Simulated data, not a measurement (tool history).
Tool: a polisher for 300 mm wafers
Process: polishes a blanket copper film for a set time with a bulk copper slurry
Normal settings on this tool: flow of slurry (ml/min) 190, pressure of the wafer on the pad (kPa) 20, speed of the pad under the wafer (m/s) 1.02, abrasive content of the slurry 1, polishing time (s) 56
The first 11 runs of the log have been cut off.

run,day,flow of slurry (ml/min),pressure of the wafer on the pad (kPa),speed of the pad under the wafer (m/s),abrasive content of the slurry,polishing time (s),"incoming thickness of the incoming film, nm",film removed (angstrom)
12,6.371,190,20,1.02,1,56,3288.9,4187
# day 6.579: worn pad replaced by a new one
13,6.962,190,20,0.74,1,56,3295.4,3644
14,7.317,190,20,1.02,0.8,56,3293.9,4067
# day 7.842: slurry nozzle cleaned
15,7.862,190,20,0.74,1,56,3309.4,3770
16,8.138,190,22.8,1.18,1,48,3307.7,4386
17,8.796,190,20,1.02,0.75,36,3333.1,2690
18,9.529,190,24.8,1.02,1,56,3350.5,4992
19,11.104,130,20,1.02,1.25,66,3274.4,5128
# day 11.542: worn pad replaced by a new one
20,11.692,130,20,1.02,1,65,3318.1,4894
# day 12.058: head pressure recalibrated
21,12.312,150,17.2,1.34,1,49,3253.3,3944
22,12.604,190,22.8,1.02,1,56,3288.9,4673
23,13.971,190,25.5,0.82,1,56,3282.4,4587
24,14.338,215,20,1.26,1,47,3323.7,4007
25,14.696,190,20,1.02,1,56,3241.8,4289
26,15.208,190,20,1.02,1,56,3352,4322
27,15.738,190,20,1.02,1,56,3284.7,4245
# day 16.404: worn pad replaced by a new one
28,16.425,190,24.1,1.02,1,65,3291.9,5673
29,16.717,140,20,1.02,1,56,3345.3,4242
30,17.429,190,20,1.02,1,41,3317.9,3134
31,17.821,190,20,1.02,1,56,3325.1,4233

Predict each of these 3 candidate next runs independently; none follows another, all start after run 31:
A,17.838,190,20,1.02,1,56,3261.7,?
B,17.838,190,20,1.16,0.8,56,3261.7,?
C,17.838,155,17.9,0.76,1.2,56,3261.7,?

run,film removed (angstrom)
A,4303
B,4434
C,3570
What these runs would have given with no unlogged condition in the tool:
run,film removed (angstrom)
A,4399
B,4534
C,3658

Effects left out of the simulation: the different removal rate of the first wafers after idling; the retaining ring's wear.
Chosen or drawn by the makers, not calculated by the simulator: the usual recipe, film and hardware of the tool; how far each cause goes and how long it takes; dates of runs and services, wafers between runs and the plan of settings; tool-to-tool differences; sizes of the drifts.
